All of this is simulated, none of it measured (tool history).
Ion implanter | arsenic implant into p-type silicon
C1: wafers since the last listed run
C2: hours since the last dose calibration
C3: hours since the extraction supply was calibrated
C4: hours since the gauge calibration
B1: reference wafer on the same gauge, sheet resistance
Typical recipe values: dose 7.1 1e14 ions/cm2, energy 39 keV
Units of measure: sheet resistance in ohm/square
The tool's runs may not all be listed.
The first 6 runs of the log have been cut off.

Run 7, day 17.517: usual settings but dose 5.72 1e14 ions/cm2, energy 36 keV; C1 1828; C2 632.9; C3 6311.1; C4 2852.9; B1 129.19. Result: sheet resistance 163.52 ohm/square.
Run 8, day 20.404: usual settings; C1 1231; C2 702.2; C3 6380.4; C4 2922.2; B1 128.99. Result: sheet resistance 137 ohm/square.
Run 9, day 22.608: usual settings; C1 939; C2 755.1; C3 6433.3; C4 2975.1; B1 128.94. Result: sheet resistance 137.15 ohm/square.
At day 24.388: gauge calibrated.
Run 10, day 26.362: usual settings; C1 1600; C2 845.2; C3 6523.4; C4 47.4; B1 129.29. Result: sheet resistance 136.74 ohm/square.
Run 11, day 28.004: usual settings; C1 699; C2 884.6; C3 6562.8; C4 86.8; B1 128.72. Result: sheet resistance 137.68 ohm/square.
Run 12, day 40.362: usual settings but dose 8.42 1e14 ions/cm2, energy 45.5 keV; C1 5269; C2 1181.2; C3 6859.4; C4 383.4; B1 128.89. Result: sheet resistance 120.2 ohm/square.
At day 41.9: Faraday cup replaced and dose calibrated.
Run 13, day 44.588: usual settings; C1 1659; C2 64.5; C3 6960.8; C4 484.8; B1 129.18. Result: sheet resistance 134.82 ohm/square.
Run 14, day 48.029: usual settings; C1 1467; C2 147.1; C3 7043.4; C4 567.4; B1 128.79. Result: sheet resistance 135.38 ohm/square.
At day 49.283: extraction supply calibrated.
Run 15, day 60.471: usual settings but dose 5.65 1e14 ions/cm2, energy 26.5 keV; C1 5162; C2 445.7; C3 268.5; C4 866; B1 128.86. Result: sheet resistance 171.37 ohm/square.
Run 16, day 62.525: usual settings; C1 875; C2 495; C3 317.8; C4 915.3; B1 128.81. Result: sheet resistance 136.22 ohm/square.
Run 17, day 66.5: usual settings but dose 8.09 1e14 ions/cm2, energy 48.5 keV; C1 1694; C2 590.4; C3 413.2; C4 1010.7; B1 128.99. Result: sheet resistance 119.8 ohm/square.
Run 18, day 68.229: usual settings but dose 8.97 1e14 ions/cm2, energy 32.5 keV; C1 737; C2 631.9; C3 454.7; C4 1052.2; B1 129.21. Result: sheet resistance 117.96 ohm/square.
Run 19, day 70.258: usual settings but dose 8.43 1e14 ions/cm2, energy 47 keV; C1 865; C2 680.6; C3 503.4; C4 1100.9; B1 128.9. Result: sheet resistance 117.74 ohm/square.
Run 20, day 72.7: usual settings; C1 1041; C2 739.2; C3 562; C4 1159.5; B1 129.06. Result: sheet resistance 136.32 ohm/square.
Run 21, day 76.667: usual settings but dose 6.45 1e14 ions/cm2, energy 50.5 keV; C1 1691; C2 834.4; C3 657.2; C4 1254.7; B1 128.79. Result: sheet resistance 142.92 ohm/square.
Run 22, day 79.892: usual settings but dose 7.75 1e14 ions/cm2, energy 50.5 keV; C1 1375; C2 911.8; C3 734.6; C4 1332.1; B1 129.19. Result: sheet resistance 124.35 ohm/square.
Run 23, day 83.092: usual settings; C1 1364; C2 988.6; C3 811.4; C4 1408.9; B1 128.84. Result: sheet resistance 137.88 ohm/square.
Run 24, day 85.417: usual settings but dose 7.75 1e14 ions/cm2, energy 43 keV; C1 991; C2 1044.4; C3 867.2; C4 1464.7; B1 128.98. Result: sheet resistance 128.65 ohm/square.
Run 25, day 88.646: usual settings but dose 5.12 1e14 ions/cm2, energy 43.5 keV; C1 1376; C2 1121.9; C3 944.7; C4 1542.2; B1 128.81. Result: sheet resistance 177.39 ohm/square.
Run 26, day 92.292: usual settings but energy 28 keV; C1 1554; C2 1209.4; C3 1032.2; C4 1629.7; B1 129.11. Result: sheet resistance 145.83 ohm/square.

The next listed run, before its measurement:
Run 27, day 94.071: usual settings but dose 4.99 1e14 ions/cm2, energy 35 keV; C1 758; C2 1252.1; C3 1074.9; C4 1672.4; B1 ?. Result: sheet resistance ?.

B1: 129.01
sheet resistance: 184.98 ohm/square
With the hidden condition absent and the run-to-run variation left alone, this run would have shown sheet resistance 178.22 ohm/square.
